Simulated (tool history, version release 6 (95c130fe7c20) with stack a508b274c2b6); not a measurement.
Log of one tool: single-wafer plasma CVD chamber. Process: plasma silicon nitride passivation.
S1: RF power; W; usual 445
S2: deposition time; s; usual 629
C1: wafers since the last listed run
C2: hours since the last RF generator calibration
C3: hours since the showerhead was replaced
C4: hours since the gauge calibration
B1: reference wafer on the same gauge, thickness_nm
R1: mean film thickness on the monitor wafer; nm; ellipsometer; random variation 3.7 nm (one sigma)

| run | hour | S1 | S2 | C1 | C2 | C3 | C4 | B1 | R1 |
|---|---|---|---|---|---|---|---|---|---|
| 1 | 0.0 | 445 | 629 | 0 | 748.1 | 7412.6 | 474.9 | 924.248 | 946.454 |
| 2 | 104.7 | 415 | 629 | 459 | 852.8 | 7517.3 | 579.6 | 924.751 | 926.963 |
| 3 | 179.6 | 415 | 629 | 328 | 927.7 | 7592.2 | 654.5 | 925.917 | 929.760 |
| 4 | 269.1 | 415 | 629 | 393 | 1017.2 | 7681.7 | 744.0 | 925.897 | 931.539 |
| 5 | 370.0 | 445 | 629 | 443 | 1118.1 | 7782.6 | 844.9 | 923.897 | 942.037 |
| 6 | 470.8 | 445 | 629 | 442 | 1218.9 | 7883.4 | 945.7 | 926.996 | 944.633 |
| 7 | 522.1 | 445 | 629 | 225 | 1270.2 | 7934.7 | 997.0 | 925.483 | 954.548 |
|  | 549.2 | showerhead replaced |
| 8 | 579.6 | 445 | 726 | 217 | 1327.7 | 30.4 | 1054.5 | 924.799 | 1096.443 |
| 9 | 657.3 | 445 | 726 | 341 | 1405.4 | 108.1 | 1132.2 | 926.517 | 1096.677 |
| 10 | 717.3 | 445 | 629 | 263 | 1465.4 | 168.1 | 1192.2 | 924.835 | 949.115 |
| 11 | 776.9 | 445 | 629 | 261 | 1525.0 | 227.7 | 1251.8 | 924.628 | 951.401 |
|  | 841.3 | gauge calibrated |
| 12 | 842.8 | 445 | 629 | 289 | 1590.9 | 293.6 | 1.5 | 925.526 | 956.142 |
| 13 | 911.3 | 510 | 629 | 300 | 1659.4 | 362.1 | 70.0 | 924.085 | 982.039 |
| 14 | 976.3 | 425 | 723 | 285 | 1724.4 | 427.1 | 135.0 | 924.700 | 1077.777 |
|  | 1002.7 | RF generator calibrated |
| 15 | 1020.8 | 390 | 547 | 160 | 18.1 | 471.6 | 179.5 | 924.904 | 791.918 |
| 16 | 1061.2 | 515 | 749 | 177 | 58.5 | 512.0 | 219.9 | 924.152 | 1183.372 |
| 17 | 1122.6 | 445 | 569 | 269 | 119.9 | 573.4 | 281.3 | 925.327 | 859.956 |
| 18 | 1164.5 | 445 | 696 | 184 | 161.8 | 615.3 | 323.2 | 925.180 | 1047.894 |

The next listed run, before its measurement:
| 19 | 1222.0 | 445 | 629 | 252 | 219.3 | 672.8 | 380.7 | ? | ? |

B1: 924.204
R1: 951.103 nm
Without the tool's hidden state the same run would have given R1 951.103 nm.

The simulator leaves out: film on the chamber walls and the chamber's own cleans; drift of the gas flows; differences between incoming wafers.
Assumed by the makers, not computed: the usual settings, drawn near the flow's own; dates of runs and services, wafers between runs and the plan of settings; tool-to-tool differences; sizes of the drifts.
